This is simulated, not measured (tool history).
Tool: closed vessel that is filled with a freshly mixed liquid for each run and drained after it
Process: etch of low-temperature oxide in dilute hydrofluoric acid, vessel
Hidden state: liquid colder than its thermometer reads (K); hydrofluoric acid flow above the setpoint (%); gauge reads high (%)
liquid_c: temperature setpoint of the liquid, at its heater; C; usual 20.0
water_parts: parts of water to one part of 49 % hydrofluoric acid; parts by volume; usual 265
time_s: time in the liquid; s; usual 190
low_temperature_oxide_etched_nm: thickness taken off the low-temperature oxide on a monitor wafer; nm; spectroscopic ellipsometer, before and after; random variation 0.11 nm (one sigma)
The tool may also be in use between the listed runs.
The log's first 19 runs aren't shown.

run    hour  liquid_c  water_parts  time_s  wafers since the last listed run  hours since the thermometer was replaced  hours since the hydrofluoric acid flow meter was replaced  hours since the gauge calibration  read-back film thickness of the low-temperature oxide reference wafer, read on the same gauge (nm)  low_temperature_oxide_etched_nm
 20  1271.3      18.0          190     190                              6282                                     930.0                                                      823.5                              367.6                                                                                              119.97                            17.66
     1334.8  -- hydrofluoric acid flow meter replaced
 21  1335.3      24.5          265     190                              8110                                     994.0                                                        0.5                              431.6                                                                                              120.03                            13.82
 22  1392.4      18.5          265     190                              7351                                    1051.1                                                       57.6                              488.7                                                                                              120.01                            11.13
 23  1481.2      20.0          265     190                             11432                                    1139.9                                                      146.4                              577.5                                                                                              119.99                            11.97
 24  1534.8      20.0          175     255                              6900                                    1193.5                                                      200.0                              631.1                                                                                              120.00                            26.71
     1562.9  -- thermometer replaced
 25  1588.5      23.0          265     190                              6784                                      25.6                                                      253.7                              684.8                                                                                              119.99                            13.82
 26  1690.8      23.5          265      80                             13170                                     127.9                                                      356.0                              787.1                                                                                              119.99                             5.86
 27  1761.0      23.0          320     250                              9037                                     198.1                                                      426.2                              857.3                                                                                              120.01                            14.49
 28  1851.1      20.0          265     190                             11599                                     288.2                                                      516.3                              947.4                                                                                              120.03                            12.46
 29  1928.3      17.0          190     145                              9938                                     365.4                                                      593.5                             1024.6                                                                                              119.96                            12.68
 30  2018.5      24.0          265     120                             11612                                     455.6                                                      683.7                             1114.8                                                                                              120.02                             9.27
 31  2109.3      21.5          265     295                             11689                                     546.4                                                      774.5                             1205.6                                                                                              119.98                            21.13
 32  2179.0      20.0          195     190                              8973                                     616.1                                                      844.2                             1275.3                                                                                              120.02                            18.44
 33  2282.6      22.0          265     190                             13337                                     719.7                                                      947.8                             1378.9                                                                                              120.02                            14.15

Forecast each of these 3 alternatives for the next run:
  A  2283.3      20.0          265     190                                90                                     720.4                                                      948.5                             1379.6                                                                                                   ?                                ?
  B  2283.3      22.0          265     130                                90                                     720.4                                                      948.5                             1379.6                                                                                                   ?                                ?
  C  2283.3      17.0          165     100                                90                                     720.4                                                      948.5                             1379.6                                                                                                   ?                                ?

run  read-back film thickness of the low-temperature oxide reference wafer, read on the same gauge (nm)  low_temperature_oxide_etched_nm
  A                                                                                              119.98                            12.92
  B                                                                                              119.98                             9.53
  C                                                                                              119.98                            10.57
Without the tool's hidden state the same runs would have given:
run  low_temperature_oxide_etched_nm
  A                            11.26
  B                             8.29
  C                             9.30
